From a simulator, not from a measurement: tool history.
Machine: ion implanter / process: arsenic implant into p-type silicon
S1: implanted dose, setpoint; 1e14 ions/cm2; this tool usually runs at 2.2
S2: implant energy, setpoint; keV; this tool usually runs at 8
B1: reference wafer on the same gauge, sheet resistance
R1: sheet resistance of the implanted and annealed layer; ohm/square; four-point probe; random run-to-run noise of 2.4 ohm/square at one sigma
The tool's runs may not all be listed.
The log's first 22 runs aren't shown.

run	hour	S1	S2	B1	R1
23	1527.8	2.44	9	443.21	374.38
24	1665.2	2.2	9.5	443.22	403.9
25	1705.1	2.59	8	443.85	356.85
26	1808.8	2.76	6.5	444.43	347.74
27	1887.6	2.2	6.5	444.02	416.47
# hour 1929.5: gauge calibrated
28	1994.2	2.56	8	444.88	365.71
29	2084.5	2.2	8	444.78	420.95
30	2123.5	2.2	8	444.5	418.76
31	2201.7	2.42	5.5	444.38	395.35
32	2255.3	1.87	7	445.1	474.23
33	2305.7	2.8	10	443.05	339.41
34	2409.6	2.44	9	444.1	384.13
35	2455.4	1.78	8	444.1	500.36

Predict each of these 4 candidate next runs independently; none follows another, all start after run 35:
A	2455.8	2.2	8	?	?
B	2455.8	2.86	9	?	?
C	2455.8	1.58	10	?	?
D	2455.8	2.38	8	?	?

run	B1	R1
A	444.65	423.75
B	444.65	341.31
C	444.65	538.09
D	444.65	398.14
The same runs, with their run-to-run variation unchanged, on a tool lacking any hidden condition would have given:
run	R1
A	410.84
B	330.99
C	522.09
D	386
